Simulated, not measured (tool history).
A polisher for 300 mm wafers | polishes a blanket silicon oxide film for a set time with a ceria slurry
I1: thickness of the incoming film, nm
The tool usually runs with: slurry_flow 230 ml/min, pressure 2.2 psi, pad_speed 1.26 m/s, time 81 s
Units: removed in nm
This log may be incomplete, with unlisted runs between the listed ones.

{"run": 1, "hour": 0.0, "slurry_flow": 255, "pressure": 2.2, "pad_speed": 1.26, "time": 81, "I1": 1365.4, "removed": 301.2}
{"run": 2, "hour": 6.7, "slurry_flow": 260, "pressure": 2.2, "pad_speed": 1.26, "time": 62, "I1": 1368.2, "removed": 225.8}
{"run": 3, "hour": 17.0, "slurry_flow": 260, "pressure": 2.2, "pad_speed": 1.26, "time": 62, "I1": 1355.8, "removed": 228.1}
{"run": 4, "hour": 24.8, "slurry_flow": 230, "pressure": 2.2, "pad_speed": 1.26, "time": 81, "I1": 1364.4, "removed": 285.4}
{"run": 5, "hour": 38.7, "slurry_flow": 230, "pressure": 2.2, "pad_speed": 0.96, "time": 81, "I1": 1359.8, "removed": 218.3}
{"run": 6, "hour": 52.7, "slurry_flow": 230, "pressure": 2.2, "pad_speed": 0.96, "time": 81, "I1": 1356.5, "removed": 214.7}
{"run": 7, "hour": 69.2, "slurry_flow": 230, "pressure": 2.2, "pad_speed": 1.16, "time": 81, "I1": 1369.8, "removed": 255.2}
{"run": 8, "hour": 77.1, "slurry_flow": 230, "pressure": 2.2, "pad_speed": 1.16, "time": 81, "I1": 1344.5, "removed": 265.3}
{"run": 9, "hour": 90.2, "slurry_flow": 230, "pressure": 2.7, "pad_speed": 1.26, "time": 81, "I1": 1386.5, "removed": 341}
{"run": 10, "hour": 103.3, "slurry_flow": 230, "pressure": 2.7, "pad_speed": 1.26, "time": 81, "I1": 1341.2, "removed": 335.9}
{"run": 11, "hour": 119.2, "slurry_flow": 230, "pressure": 2.2, "pad_speed": 1.26, "time": 81, "I1": 1362.6, "removed": 277.6}
{"hour": 125.6, "done": "head pressure recalibrated"}
{"run": 12, "hour": 130.7, "slurry_flow": 230, "pressure": 1.9, "pad_speed": 1.26, "time": 81, "I1": 1357.1, "removed": 245.6}
{"run": 13, "hour": 139.8, "slurry_flow": 305, "pressure": 2.9, "pad_speed": 1.26, "time": 57, "I1": 1336.7, "removed": 259.2}
{"run": 14, "hour": 147.6, "slurry_flow": 205, "pressure": 1.7, "pad_speed": 0.9, "time": 100, "I1": 1339.3, "removed": 189.4}
{"hour": 154.0, "done": "worn pad replaced by a new one"}
{"hour": 154.1, "done": "slurry nozzle cleaned"}
{"run": 15, "hour": 182.2, "slurry_flow": 230, "pressure": 2.2, "pad_speed": 1.26, "time": 81, "I1": 1364.7, "removed": 283.6}
{"run": 16, "hour": 195.6, "slurry_flow": 305, "pressure": 2.2, "pad_speed": 1.26, "time": 105, "I1": 1357.2, "removed": 374.8}
{"run": 17, "hour": 203.9, "slurry_flow": 230, "pressure": 2.2, "pad_speed": 0.96, "time": 81, "I1": 1367.3, "removed": 217}
{"run": 18, "hour": 221.1, "slurry_flow": 230, "pressure": 2.2, "pad_speed": 1.26, "time": 81, "I1": 1354.2, "removed": 277.6}
{"run": 19, "hour": 254.0, "slurry_flow": 230, "pressure": 2.2, "pad_speed": 0.98, "time": 81, "I1": 1366.8, "removed": 213}
{"run": 20, "hour": 263.1, "slurry_flow": 165, "pressure": 3, "pad_speed": 1.38, "time": 69, "I1": 1359.6, "removed": 331.4}
{"run": 21, "hour": 272.3, "slurry_flow": 230, "pressure": 2.2, "pad_speed": 0.82, "time": 81, "I1": 1374.5, "removed": 178.2}

Branching from run 21: 3 alternative next runs. What would each branch give?
{"run": "A", "hour": 272.8, "slurry_flow": 230, "pressure": 2.2, "pad_speed": 1.26, "time": 81, "I1": 1372.9, "removed": "?"}
{"run": "B", "hour": 272.8, "slurry_flow": 230, "pressure": 2.2, "pad_speed": 1.26, "time": 58, "I1": 1372.9, "removed": "?"}
{"run": "C", "hour": 272.8, "slurry_flow": 200, "pressure": 1.8, "pad_speed": 1.68, "time": 66, "I1": 1372.9, "removed": "?"}

run=A removed=273.8
run=B removed=196.1
run=C removed=243.4
Without the tool's hidden state the same runs would have given:
run=A removed=317.6
run=B removed=227.4
run=C removed=282.3
